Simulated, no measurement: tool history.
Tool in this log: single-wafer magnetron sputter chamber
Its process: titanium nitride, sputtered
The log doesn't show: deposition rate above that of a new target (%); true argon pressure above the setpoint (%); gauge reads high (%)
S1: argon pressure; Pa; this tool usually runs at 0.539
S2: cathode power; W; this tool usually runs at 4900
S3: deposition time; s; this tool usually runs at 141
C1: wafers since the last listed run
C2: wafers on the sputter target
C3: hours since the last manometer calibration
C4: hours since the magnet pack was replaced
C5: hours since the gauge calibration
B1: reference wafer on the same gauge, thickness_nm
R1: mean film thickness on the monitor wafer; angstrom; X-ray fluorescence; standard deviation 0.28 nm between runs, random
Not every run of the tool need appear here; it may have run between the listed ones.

run,hour,S1,S2,S3,C1,C2,C3,C4,C5,B1,R1
1,0,0.449,5600,141,0,2569,469.6,9658.6,120.2,129.986,1367.46
2,132.2,0.539,4900,135,1303,3872,601.8,9790.8,252.4,130.069,1142.45
3,190.9,0.539,4900,141,578,4451,660.5,9849.5,311.1,129.933,1188.61
4,227.4,0.539,4900,141,359,4811,697,9886,347.6,130.053,1190.73
5,274.7,0.539,4600,141,466,5277,744.3,9933.3,394.9,129.915,1138.44
6,320.2,0.539,4600,141,448,5726,789.8,9978.8,440.4,129.869,1133.15
7,370.8,0.649,4900,141,498,6224,840.4,10029.4,491,130.039,1139.22
8,397.9,0.598,4900,141,267,6492,867.5,10056.5,518.1,130.008,1156.02
9,440.5,0.598,4900,141,420,6912,910.1,10099.1,560.7,130.069,1155.08
# hour 464.1: capacitance manometer re-zeroed and calibrated
# hour 481.4: sputter target and shields replaced
10,486.6,0.598,4900,141,296,51,22.5,10145.2,606.8,130.069,1172.18
11,556.6,0.68,4900,141,690,741,92.5,10215.2,676.8,130.121,1141.81
12,611.2,0.68,4900,141,538,1279,147.1,10269.8,731.4,129.942,1136.09
13,659.1,0.539,4900,119,472,1752,195,10317.7,779.3,130.041,1010.19
14,705,0.539,4900,141,452,2204,240.9,10363.6,825.2,130.014,1201.8
15,769,0.539,4900,141,631,2835,304.9,10427.6,889.2,130.039,1196.76
16,835.1,0.731,4300,156,651,3487,371,10493.7,955.3,130.028,1121.86
17,867.2,0.438,5200,160,316,3803,403.1,10525.8,987.4,129.997,1463.39
18,920.7,0.43,4900,141,527,4331,456.6,10579.3,1040.9,130.078,1243.87
# hour 985.8: magnet pack replaced
19,988.7,0.38,4900,141,591,4923,524.6,2.9,1108.9,129.928,1261.69
# hour 1024.9: gauge calibrated
20,1040.5,0.337,4900,141,510,5433,576.4,54.7,15.6,129.939,1277.27
# hour 1123.6: sputter target and shields replaced
21,1234.6,0.619,4900,132,1834,1094,770.5,248.8,209.7,129.903,1086.25
22,1271.9,0.539,4900,153,367,1461,807.8,286.1,247,130.012,1303.58
23,1307.1,0.479,4450,165,347,1808,843,321.3,282.2,129.984,1331.58
24,1362.8,0.471,4900,141,549,2358,898.7,377,337.9,130.051,1222.91
# hour 1419: capacitance manometer re-zeroed and calibrated
25,1419.5,0.473,5700,141,480,2838,0.5,433.7,394.6,130.037,1368.8
26,1476.9,0.705,3800,126,565,3404,57.9,491.1,452,130.077,840.62
27,1544.5,0.539,4900,141,666,4070,125.5,558.7,519.6,130.015,1190.27

Below, some changes in R1 between adjacent runs. For each, the amount present without the hidden state too (settings, incoming material, random variation) and the amount remaining for the hidden state with gauge scatter not shared by both compared results:
Run 9 -> 10: capacitance manometer re-zeroed and calibrated, sputter target and shields replaced. R1 +17.1 angstrom: hidden state +19.32, all else -2.22.
Run 20 -> 21: S1 0.337 -> 0.619, S3 141 -> 132, sputter target and shields replaced. R1 -191.02 angstrom: hidden state +12.5, all else -203.52.
Run 25 -> 26: S1 0.473 -> 0.705, S2 5700 -> 3800, S3 141 -> 126. R1 -528.18 angstrom: hidden state +1.76, all else -529.94.
Run 26 -> 27: S1 0.705 -> 0.539, S2 3800 -> 4900, S3 126 -> 141. R1 +349.65 angstrom: hidden state -4.5, all else +354.15.

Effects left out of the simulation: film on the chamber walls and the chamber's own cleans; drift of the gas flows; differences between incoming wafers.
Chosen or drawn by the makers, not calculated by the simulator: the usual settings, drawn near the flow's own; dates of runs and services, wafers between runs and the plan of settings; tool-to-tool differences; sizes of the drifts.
